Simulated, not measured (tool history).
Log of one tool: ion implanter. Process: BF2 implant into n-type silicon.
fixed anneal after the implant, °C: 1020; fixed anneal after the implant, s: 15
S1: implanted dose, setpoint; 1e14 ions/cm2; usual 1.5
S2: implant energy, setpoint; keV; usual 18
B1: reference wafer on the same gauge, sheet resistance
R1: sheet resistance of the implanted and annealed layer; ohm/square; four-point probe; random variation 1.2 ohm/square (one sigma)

run	hour	S1	S2	B1	R1
1	0	1.5	15.5	803.12	802.41
2	65.6	1.5	15.5	802.59	803.54
3	128.2	1.5	15.5	802.61	805.39
4	206.3	1.27	16	803	924.46
5	260.9	1.27	16	803	927.72
6	367.1	1.27	16	802.73	927.52
7	456.2	1.65	18	803.28	727.61
8	521.1	1.65	18	803.42	729.75
9	588	1.65	18	802.92	728.11
# hour 688.2: extraction supply calibrated
# hour 694.1: Faraday cup replaced and dose calibrated
10	852.4	1.64	18	803.6	718.44
# hour 905.6: gauge calibrated
11	906.5	1.5	18	803.3	776.71
12	975.4	1.5	18	802.89	778.5
13	1068.8	1.88	18	802.41	639.72
14	1121.8	1.15	12.5	802.64	1025.87
15	1164.8	1.5	12.5	803.27	816.15
16	1210	1.94	18	802.97	623.68
17	1271	1.5	18	803.21	779.96
18	1316.6	1.72	20	802.68	684.6

Forecast each of these 5 alternatives for the next run:
A	1317	1.5	18	?	?
B	1317	1.94	15	?	?
C	1317	1.83	13.5	?	?
D	1317	1.25	15.5	?	?
E	1317	1.2	15.5	?	?

run	B1	R1
A	803.17	781.55
B	803.17	638.09
C	803.17	679.72
D	803.17	933.67
E	803.17	967.2
Without the tool's hidden state the same runs would have given:
run	R1
A	774.7
B	632.47
C	673.7
D	925.48
E	958.76
